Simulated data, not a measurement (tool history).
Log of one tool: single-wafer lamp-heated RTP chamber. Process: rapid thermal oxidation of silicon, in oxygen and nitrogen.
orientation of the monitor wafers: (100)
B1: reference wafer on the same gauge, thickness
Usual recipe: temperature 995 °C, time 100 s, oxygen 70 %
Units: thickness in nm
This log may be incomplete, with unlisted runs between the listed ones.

{"run": 1, "hour": 0.0, "temperature": 995, "time": 100, "oxygen": 70, "B1": 6.374, "thickness": 6.306}
{"run": 2, "hour": 32.5, "temperature": 995, "time": 100, "oxygen": 70, "B1": 6.379, "thickness": 6.394}
{"run": 3, "hour": 62.6, "temperature": 995, "time": 100, "oxygen": 70, "B1": 6.368, "thickness": 6.399}
{"run": 4, "hour": 75.5, "temperature": 995, "time": 100, "oxygen": 49, "B1": 6.368, "thickness": 5.661}
{"run": 5, "hour": 105.5, "temperature": 1008, "time": 100, "oxygen": 70, "B1": 6.378, "thickness": 7.084}
{"hour": 117.7, "done": "gauge calibrated"}
{"run": 6, "hour": 139.9, "temperature": 995, "time": 100, "oxygen": 70, "B1": 6.378, "thickness": 6.448}
{"run": 7, "hour": 173.9, "temperature": 995, "time": 100, "oxygen": 70, "B1": 6.371, "thickness": 6.438}
{"hour": 187.0, "done": "pyrometer window cleaned and pyrometer calibrated"}
{"run": 8, "hour": 274.2, "temperature": 995, "time": 100, "oxygen": 70, "B1": 6.37, "thickness": 6.248}
{"run": 9, "hour": 297.0, "temperature": 995, "time": 100, "oxygen": 70, "B1": 6.362, "thickness": 6.269}
{"run": 10, "hour": 330.7, "temperature": 995, "time": 100, "oxygen": 70, "B1": 6.366, "thickness": 6.305}
{"run": 11, "hour": 410.3, "temperature": 995, "time": 100, "oxygen": 48, "B1": 6.373, "thickness": 5.566}
{"hour": 431.6, "done": "oxygen flow controller replaced"}
{"hour": 432.0, "done": "gauge calibrated"}
{"run": 12, "hour": 442.3, "temperature": 995, "time": 100, "oxygen": 70, "B1": 6.365, "thickness": 6.389}
{"run": 13, "hour": 549.8, "temperature": 1021, "time": 83, "oxygen": 70, "B1": 6.371, "thickness": 7.115}
{"hour": 566.5, "done": "pyrometer window cleaned and pyrometer calibrated"}
{"run": 14, "hour": 577.7, "temperature": 986, "time": 144, "oxygen": 58, "B1": 6.367, "thickness": 6.343}
{"run": 15, "hour": 594.4, "temperature": 995, "time": 100, "oxygen": 70, "B1": 6.377, "thickness": 6.169}
{"run": 16, "hour": 606.7, "temperature": 984, "time": 100, "oxygen": 62, "B1": 6.378, "thickness": 5.484}
{"run": 17, "hour": 623.7, "temperature": 995, "time": 100, "oxygen": 70, "B1": 6.372, "thickness": 6.278}
{"run": 18, "hour": 642.8, "temperature": 995, "time": 123, "oxygen": 47, "B1": 6.381, "thickness": 5.993}
{"run": 19, "hour": 664.7, "temperature": 966, "time": 100, "oxygen": 70, "B1": 6.366, "thickness": 5.073}
{"run": 20, "hour": 683.2, "temperature": 979, "time": 65, "oxygen": 84, "B1": 6.377, "thickness": 4.881}
{"run": 21, "hour": 709.1, "temperature": 995, "time": 100, "oxygen": 48, "B1": 6.369, "thickness": 5.526}

Consider 5 possible next runs. They are alternatives, not a sequence: every one starts from the tool as it was left by run 21. What does each give?
{"run": "A", "hour": 709.5, "temperature": 995, "time": 100, "oxygen": 70, "B1": "?", "thickness": "?"}
{"run": "B", "hour": 709.5, "temperature": 1010, "time": 130, "oxygen": 80, "B1": "?", "thickness": "?"}
{"run": "C", "hour": 709.5, "temperature": 974, "time": 100, "oxygen": 70, "B1": "?", "thickness": "?"}
{"run": "D", "hour": 709.5, "temperature": 1003, "time": 100, "oxygen": 92, "B1": "?", "thickness": "?"}
{"run": "E", "hour": 709.5, "temperature": 1023, "time": 115, "oxygen": 44, "B1": "?", "thickness": "?"}

run=A B1=6.374 thickness=6.343
run=B B1=6.374 thickness=8.366
run=C B1=6.374 thickness=5.43
run=D B1=6.374 thickness=7.412
run=E B1=6.374 thickness=7.015
Had the tool no hidden state, the same runs would have come out as:
run=A thickness=6.164
run=B thickness=8.131
run=C thickness=5.275
run=D thickness=7.202
run=E thickness=6.825

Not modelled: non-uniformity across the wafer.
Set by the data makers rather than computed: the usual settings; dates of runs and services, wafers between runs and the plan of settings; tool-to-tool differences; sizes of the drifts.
